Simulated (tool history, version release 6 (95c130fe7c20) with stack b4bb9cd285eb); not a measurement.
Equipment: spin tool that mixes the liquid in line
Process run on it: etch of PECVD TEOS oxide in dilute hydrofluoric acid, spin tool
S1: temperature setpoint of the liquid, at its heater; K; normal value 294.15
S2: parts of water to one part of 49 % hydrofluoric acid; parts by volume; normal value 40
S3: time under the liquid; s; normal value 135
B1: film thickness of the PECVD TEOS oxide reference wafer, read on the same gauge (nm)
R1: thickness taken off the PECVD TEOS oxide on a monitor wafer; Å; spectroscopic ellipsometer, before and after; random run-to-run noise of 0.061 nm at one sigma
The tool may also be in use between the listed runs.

run	hour	S1	S2	S3	B1	R1
1	0.0	296.65	40	135	120.01	343.7
2	7.9	296.65	40	135	119.99	343.3
3	18.5	294.15	40	135	119.98	309.5
4	24.8	294.15	40	135	119.98	308.6
5	37.1	294.15	40	135	120.00	309.5
6	44.5	294.15	40	135	119.99	309.6
# hour 51.1: gauge calibrated
7	60.4	294.15	40	135	119.99	310.2
# hour 67.2: thermometer replaced
8	72.8	294.15	40	135	119.99	310.0
9	81.3	294.15	40	195	120.06	448.7
10	97.2	294.15	30	60	120.02	186.2
11	107.9	292.65	40	135	119.99	291.0
12	119.4	296.65	25	195	120.02	808.3
# hour 129.2: hydrofluoric acid flow meter replaced
# hour 130.1: gauge calibrated
13	133.3	290.15	40	75	119.98	130.6
14	143.6	292.15	55	90	119.98	122.2
15	153.7	298.65	60	55	120.00	89.4
16	170.9	294.15	40	135	120.00	279.4

Below are 5 alternative next runs, each starting from the tool's condition after run 16. Predict each:
A	171.4	294.15	40	135	?	?
B	171.4	292.65	20	100	?	?
C	171.4	296.65	60	135	?	?
D	171.4	290.15	40	195	?	?
E	171.4	294.15	40	165	?	?

run	B1	R1
A	119.99	279.6
B	119.99	397.8
C	119.99	201.8
D	119.99	339.8
E	119.99	341.7
Had the tool no hidden state, the same runs would have come out as:
run	R1
A	276.3
B	393.1
C	199.3
D	335.8
E	337.7
